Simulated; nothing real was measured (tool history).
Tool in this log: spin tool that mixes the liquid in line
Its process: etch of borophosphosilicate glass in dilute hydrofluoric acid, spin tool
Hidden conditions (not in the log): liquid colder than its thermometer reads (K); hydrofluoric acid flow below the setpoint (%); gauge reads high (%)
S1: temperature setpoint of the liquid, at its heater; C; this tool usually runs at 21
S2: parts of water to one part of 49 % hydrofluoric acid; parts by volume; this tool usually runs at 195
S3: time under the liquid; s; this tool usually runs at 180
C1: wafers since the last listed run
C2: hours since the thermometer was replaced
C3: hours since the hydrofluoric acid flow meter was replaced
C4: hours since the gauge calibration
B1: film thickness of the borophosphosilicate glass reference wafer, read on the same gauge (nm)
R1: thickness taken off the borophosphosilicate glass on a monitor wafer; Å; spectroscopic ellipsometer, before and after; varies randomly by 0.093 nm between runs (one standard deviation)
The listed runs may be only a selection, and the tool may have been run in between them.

Run 1, hour 0: usual settings but S2 215 parts by volume, S3 95 s; C1 0; C2 1997.6; C3 817.3; C4 1858.8; B1 150.02. Result: R1 112 Å.
Run 2, hour 65.4: usual settings but S2 215 parts by volume, S3 95 s; C1 279; C2 2063; C3 882.7; C4 1924.2; B1 150.01. Result: R1 110.5 Å.
Run 3, hour 121.2: usual settings; C1 238; C2 2118.8; C3 938.5; C4 1980; B1 150.04. Result: R1 234.8 Å.
Run 4, hour 205.2: usual settings but S3 100 s; C1 359; C2 2202.8; C3 1022.5; C4 2064; B1 149.99. Result: R1 130.6 Å.
At hour 318.2: hydrofluoric acid flow meter replaced.
Run 5, hour 372.9: usual settings but S3 225 s; C1 713; C2 2370.5; C3 54.7; C4 2231.7; B1 149.99. Result: R1 309.2 Å.
Run 6, hour 452.3: usual settings but S3 225 s; C1 339; C2 2449.9; C3 134.1; C4 2311.1; B1 150. Result: R1 307.3 Å.
Run 7, hour 547.5: usual settings; C1 407; C2 2545.1; C3 229.3; C4 2406.3; B1 149.98. Result: R1 242.2 Å.
Run 8, hour 596.5: usual settings; C1 209; C2 2594.1; C3 278.3; C4 2455.3; B1 150. Result: R1 243.1 Å.
At hour 802.6: thermometer replaced.
Run 9, hour 849: usual settings; C1 1076; C2 46.4; C3 530.8; C4 2707.8; B1 150. Result: R1 245.5 Å.
Run 10, hour 885.5: usual settings; C1 156; C2 82.9; C3 567.3; C4 2744.3; B1 149.96. Result: R1 244.9 Å.
Run 11, hour 929.8: usual settings; C1 189; C2 127.2; C3 611.6; C4 2788.6; B1 150. Result: R1 243.8 Å.
Run 12, hour 982: usual settings; C1 223; C2 179.4; C3 663.8; C4 2840.8; B1 150.06. Result: R1 243.6 Å.
Run 13, hour 1033.6: usual settings but S2 215 parts by volume, S3 95 s; C1 220; C2 231; C3 715.4; C4 2892.4; B1 150.01. Result: R1 114.1 Å.
At hour 1127.7: gauge calibrated.
Run 14, hour 1137.8: usual settings; C1 445; C2 335.2; C3 819.6; C4 10.1; B1 150.03. Result: R1 242.3 Å.
Run 15, hour 1232.1: usual settings; C1 403; C2 429.5; C3 913.9; C4 104.4; B1 150.02. Result: R1 240.5 Å.
Run 16, hour 1281: usual settings but S2 265 parts by volume; C1 209; C2 478.4; C3 962.8; C4 153.3; B1 149.99. Result: R1 165.2 Å.
At hour 1335.8: hydrofluoric acid flow meter replaced.
Run 17, hour 1378.7: usual settings but S1 24.5 C, S2 160 parts by volume, S3 230 s; C1 413; C2 576.1; C3 42.9; C4 251; B1 150.01. Result: R1 462.7 Å.
Run 18, hour 1456.9: usual settings; C1 334; C2 654.3; C3 121.1; C4 329.2; B1 149.96. Result: R1 249.2 Å.
Run 19, hour 1501.2: usual settings but S1 17 C, S2 245 parts by volume; C1 189; C2 698.6; C3 165.4; C4 373.5; B1 149.98. Result: R1 161.3 Å.
Run 20, hour 1537.8: usual settings but S1 23.5 C, S2 110 parts by volume, S3 85 s; C1 156; C2 735.2; C3 202; C4 410.1; B1 149.98. Result: R1 250.5 Å.
Run 21, hour 1579.4: usual settings but S1 18.5 C, S2 125 parts by volume, S3 140 s; C1 178; C2 776.8; C3 243.6; C4 451.7; B1 149.94. Result: R1 291.5 Å.
Run 22, hour 1691.9: usual settings but S2 130 parts by volume; C1 481; C2 889.3; C3 356.1; C4 564.2; B1 150. Result: R1 394.1 Å.
Run 23, hour 1774.6: usual settings but S1 23 C, S2 285 parts by volume, S3 255 s; C1 353; C2 972; C3 438.8; C4 646.9; B1 150.05. Result: R1 233.8 Å.
Run 24, hour 1819.1: usual settings but S1 17 C, S2 165 parts by volume; C1 190; C2 1016.5; C3 483.3; C4 691.4; B1 149.98. Result: R1 252.5 Å.
Run 25, hour 1909.8: usual settings but S1 22.5 C; C1 388; C2 1107.2; C3 574; C4 782.1; B1 150. Result: R1 253.9 Å.
Run 26, hour 1978.2: usual settings but S1 24 C, S2 155 parts by volume, S3 220 s; C1 292; C2 1175.6; C3 642.4; C4 850.5; B1 150.04. Result: R1 432.8 Å.
Run 27, hour 2022.4: usual settings but S1 23 C; C1 189; C2 1219.8; C3 686.6; C4 894.7; B1 149.98. Result: R1 259.9 Å.
Run 28, hour 2065.2: usual settings; C1 183; C2 1262.6; C3 729.4; C4 937.5; B1 150. Result: R1 240 Å.
Run 29, hour 2155.2: usual settings but S1 18.5 C, S2 150 parts by volume, S3 120 s; C1 385; C2 1352.6; C3 819.4; C4 1027.5; B1 150. Result: R1 196.8 Å.
Run 30, hour 2250.1: usual settings but S1 23.5 C, S2 260 parts by volume; C1 406; C2 1447.5; C3 914.3; C4 1122.4; B1 150.05. Result: R1 182.8 Å.
At hour 2295.8: hydrofluoric acid flow meter replaced.
Run 31, hour 2303.9: usual settings; C1 225; C2 1501.3; C3 8.1; C4 1176.2; B1 149.97. Result: R1 248.7 Å.

Measured minus without-hidden-state, run by run (identical run-to-run variation in each term; gauge scatter may differ):
run     R1
  1   -7.5
  2   -7.8
  3  -17.4
  4  -10.4
  5   -9.6
  6    -11
  7   -9.9
  8  -10.7
  9   -7.6
 10   -8.1
 11   -8.8
 12   -9.5
 13   -4.9
 14  -11.7
 15    -13
 16   -9.7
 17   -7.5
 18   -5.1
 19   -3.7
 20   -6.2
 21   -7.9
 22  -13.2
 23   -9.4
 24  -10.4
 25    -12
 26  -21.9
 27    -14
 28  -13.5
 29    -12
 30  -12.7
 31   -4.6

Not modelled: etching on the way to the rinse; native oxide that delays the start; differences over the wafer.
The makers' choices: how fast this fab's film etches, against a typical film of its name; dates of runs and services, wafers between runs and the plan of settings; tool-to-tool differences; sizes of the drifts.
